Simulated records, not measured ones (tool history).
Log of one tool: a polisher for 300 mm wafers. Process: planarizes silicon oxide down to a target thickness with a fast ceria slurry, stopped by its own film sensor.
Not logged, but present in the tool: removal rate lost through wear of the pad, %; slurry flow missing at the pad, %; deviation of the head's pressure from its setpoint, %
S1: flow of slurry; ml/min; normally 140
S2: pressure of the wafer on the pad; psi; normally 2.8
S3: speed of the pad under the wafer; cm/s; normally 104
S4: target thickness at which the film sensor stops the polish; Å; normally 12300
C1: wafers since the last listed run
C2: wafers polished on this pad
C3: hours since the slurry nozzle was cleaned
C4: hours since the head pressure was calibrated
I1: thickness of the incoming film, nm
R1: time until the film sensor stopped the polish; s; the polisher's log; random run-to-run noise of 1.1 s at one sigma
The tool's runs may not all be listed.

run      day   S1   S2   S3     S4    C1    C2     C3      C4      I1    R1
  1    0.000  140  2.8  130   8710     0  4309   32.8   628.2  2677.9  79.7
       2.688  -- worn pad replaced by a new one
  2    4.454  140  2.8  130   8710   669   276  139.7   735.1  2596.5  68.5
  3    8.312  140  2.8  130   8710   602   878  232.3   827.7  2633.2  68.7
  4   10.829  175  2.8  104  12300   392  1270  292.7   888.1  2630.9  64.8
  5   13.258  175  2.8  104  12300   379  1650  351.0   946.4  2641.6  65.7
  6   16.138  175  2.8  104  12300   449  2099  420.1  1015.5  2647.5  66.6
  7   18.129  140  2.8   86  12300   310  2410  467.9  1063.3  2589.8  77.7
  8   21.512  140  2.8   92  12300   528  2938  549.1  1144.5  2655.8  77.6
  9   23.429  140  2.8   92  12300   299  3237  595.1  1190.5  2672.5  78.7
 10   24.962  140  3.2  120  12300   239  3476  631.9  1227.3  2632.0  56.5
      25.954  -- head pressure recalibrated
 11   27.900  140  3.2  120  12300   445  3922  702.4    46.7  2666.1  65.0
      30.712  -- slurry nozzle cleaned
 12   32.392  140  2.8  104  15480   694  4616   40.3   154.5  2629.7  59.9
 13   34.912  140  2.8  104  15480   393  5010  100.8   215.0  2654.6  62.5
      36.196  -- worn pad replaced by a new one
 14   41.958  155  2.8  104  12300  1073   899  269.9   384.1  2595.9  65.7
 15   45.188   95  2.2  104  12300   503  1403  347.4   461.6  2642.3  92.5
 16   49.017  140  2.8  104  12300   597  2000  439.3   553.5  2607.3  67.4
 17   53.100  140  2.8  104  12300   637  2638  537.3   651.5  2592.4  67.7
 18   63.238  175  3.6  104  12300  1582  4220  780.6   894.8  2621.6  54.1
      64.204  -- worn pad replaced by a new one
      65.542  -- slurry nozzle cleaned
 19   66.471  140  2.8  104  12300   472   347   22.3   972.4  2682.4  66.3
 20   73.667   95  2.8  104  12300  1123  1470  195.0  1145.1  2653.5  70.4
 21   77.021  140  2.8  104  12300   523  1993  275.5  1225.6  2613.5  66.3
      78.238  -- head pressure recalibrated
 22   80.796  140  3.6  104  12300   576  2570  366.1    61.4  2623.6  55.3
 23   83.800  140  2.8   86  12300   468  3038  438.2   133.5  2659.8  84.8
 24   85.604  140  2.8  104  12300   281  3320  481.5   176.8  2659.1  75.7
 25   91.879  140  2.8  104   9070   979  4299  632.1   327.4  2663.6  91.4
      92.992  -- worn pad replaced by a new one
      93.462  -- slurry nozzle cleaned
 26   93.967  140  2.8  104  10330   293   145   12.1   377.5  2580.6  73.9
 27   98.129  140  2.8  104   7670   649   795  112.0   477.4  2626.2  88.9
 28  100.433  140  2.4  116  12300   359  1155  167.3   532.7  2605.8  69.5
 29  108.038  180  2.3  120  14400  1186  2341  349.8   715.2  2632.7  59.3
 30  112.188  140  3.1  128   8340   647  2989  449.4   814.8  2644.6  67.2
 31  116.579  140  3.4  104   9520   685  3675  554.8   920.2  2613.0  65.9
 32  120.479  140  2.1  118  12300   608  4283  648.4  1013.8  2642.8  82.8
 33  123.842  140  2.8  104  12300   524  4808  729.1  1094.5  2584.8  70.0
     124.029  -- worn pad replaced by a new one
     124.746  -- slurry nozzle cleaned
 34  126.638  105  2.8   74   9390   403   400   45.4  1161.6  2578.0  99.5
 35  130.700  140  3.8  138  12300   634  1034  142.9  1259.1  2616.7  37.9
 36  133.492  110  2.8  130  12300   435  1470  209.9  1326.1  2627.2  54.6

Below are 4 alternative next runs, each starting from the tool's condition after run 36. Predict each:
  A  133.512  140  2.8   80  12300   3  1473  210.4  1326.6  2591.5   ?
  B  133.512  140  2.1  104   9440   3  1473  210.4  1326.6  2591.5   ?
  C  133.512  140  3.1  114  15020   3  1473  210.4  1326.6  2591.5   ?
  D  133.512  140  3.2  104  14670   3  1473  210.4  1326.6  2591.5   ?

run     R1
  A   78.8
  B  103.4
  C   43.0
  D   46.3
Had the tool no hidden state, the same runs would have come out as:
run     R1
  A   87.2
  B  114.4
  C   47.6
  D   51.2
